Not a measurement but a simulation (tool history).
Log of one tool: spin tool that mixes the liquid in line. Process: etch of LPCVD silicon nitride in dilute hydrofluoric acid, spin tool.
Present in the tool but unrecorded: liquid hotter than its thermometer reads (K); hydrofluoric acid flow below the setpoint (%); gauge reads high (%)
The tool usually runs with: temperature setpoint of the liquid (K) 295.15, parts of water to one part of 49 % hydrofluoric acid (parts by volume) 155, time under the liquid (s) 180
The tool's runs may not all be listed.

run     day  temperature setpoint of the liquid (K)  parts of water to one part of 49 % hydrofluoric acid (parts by volume)  time under the liquid (s)  wafers since the last listed run  hours since the thermometer was replaced  hours since the hydrofluoric acid flow meter was replaced  hours since the gauge calibration  read-back film thickness of the LPCVD silicon nitride reference wafer, read on the same gauge (nm)  thickness taken off the LPCVD silicon nitride on a monitor wafer (nm)
  1       0                                  295.15                                                                     155                        180                                 0                                    2765.3                                                         43                              291.5                                                                                              80.018                                                                  0.581
  2   2.579                                  295.15                                                                     155                        180                               483                                    2827.2                                                      104.9                              353.4                                                                                              79.955                                                                  0.632
  3   5.658                                  295.15                                                                     155                        180                               577                                    2901.1                                                      178.8                              427.3                                                                                               79.99                                                                   0.58
  4   8.104                                  295.15                                                                     155                        110                               458                                    2959.8                                                      237.5                                486                                                                                              79.987                                                                  0.348
  5   9.867                                  295.15                                                                     155                        110                               330                                    3002.1                                                      279.8                              528.3                                                                                              79.997                                                                   0.35
  6  11.979                                  295.15                                                                     155                        110                               396                                    3052.8                                                      330.5                                579                                                                                              79.983                                                                  0.331
  7  15.788                                  295.15                                                                     175                        180                               714                                    3144.2                                                      421.9                              670.4                                                                                              79.995                                                                  0.483
  8  17.838                                  295.15                                                                     175                        180                               384                                    3193.4                                                      471.1                              719.6                                                                                              79.971                                                                  0.435
  9  19.696                                  295.15                                                                     175                        180                               348                                      3238                                                      515.7                              764.2                                                                                              79.995                                                                   0.51
     19.738  -- thermometer replaced
     20.888  -- gauge calibrated
 10  22.371                                  295.15                                                                     155                        180                               494                                      63.2                                                      579.9                               35.6                                                                                              79.976                                                                  0.575
 11  23.912                                  295.15                                                                     155                        110                               289                                     100.2                                                      616.9                               72.6                                                                                              80.021                                                                  0.309
 12  25.517                                  295.15                                                                     155                        180                               300                                     138.7                                                      655.4                              111.1                                                                                               79.98                                                                   0.54
 13  26.671                                  292.15                                                                     110                        255                               216                                     166.4                                                      683.1                              138.8                                                                                              80.004                                                                  0.906
 14  28.375                                  295.15                                                                     110                        180                               319                                     207.3                                                        724                              179.7                                                                                              79.994                                                                  0.779
 15  29.575                                  292.15                                                                     110                        255                               225                                     236.1                                                      752.8                              208.5                                                                                              79.993                                                                  0.874
     30.125  -- hydrofluoric acid flow meter replaced
 16  31.992                                  290.65                                                                     155                        240                               445                                     294.1                                                       44.8                              266.5                                                                                              80.018                                                                  0.581
 17  33.667                                  293.15                                                                      90                        245                               314                                     334.3                                                         85                              306.7                                                                                              79.972                                                                  1.105
 18  36.608                                  298.15                                                                     180                        180                               551                                     404.9                                                      155.6                              377.3                                                                                               79.98                                                                  0.481
 19  38.888                                  295.15                                                                     155                        180                               427                                     459.6                                                      210.3                                432                                                                                              79.979                                                                  0.594
 20  39.967                                  299.15                                                                     155                        180                               202                                     485.5                                                      236.2                              457.9                                                                                              80.009                                                                  0.737
 21  42.771                                  300.15                                                                      80                        120                               526                                     552.8                                                      303.5                              525.2                                                                                              80.013                                                                  1.078

Branching from run 21: 5 alternative next runs. What would each branch give?
  A  42.792                                  295.15                                                                     155                        180                                 3                                     553.3                                                        304                              525.7                                                                                                   ?                                                                      ?
  B  42.792                                  295.15                                                                     185                         85                                 3                                     553.3                                                        304                              525.7                                                                                                   ?                                                                      ?
  C  42.792                                  295.15                                                                     210                        135                                 3                                     553.3                                                        304                              525.7                                                                                                   ?                                                                      ?
  D  42.792                                  293.65                                                                     125                        125                                 3                                     553.3                                                        304                              525.7                                                                                                   ?                                                                      ?
  E  42.792                                  295.15                                                                     155                        285                                 3                                     553.3                                                        304                              525.7                                                                                                   ?                                                                      ?

run  read-back film thickness of the LPCVD silicon nitride reference wafer, read on the same gauge (nm)  thickness taken off the LPCVD silicon nitride on a monitor wafer (nm)
  A                                                                                              80.004                                                                   0.63
  B                                                                                              80.004                                                                   0.25
  C                                                                                              80.004                                                                  0.351
  D                                                                                              80.004                                                                  0.489
  E                                                                                              80.004                                                                  0.997
Take away the tool's hidden state, keep each run's random variation, and the runs would have read:
run  thickness taken off the LPCVD silicon nitride on a monitor wafer (nm)
  A                                                                   0.63
  B                                                                   0.25
  C                                                                  0.351
  D                                                                  0.489
  E                                                                  0.997
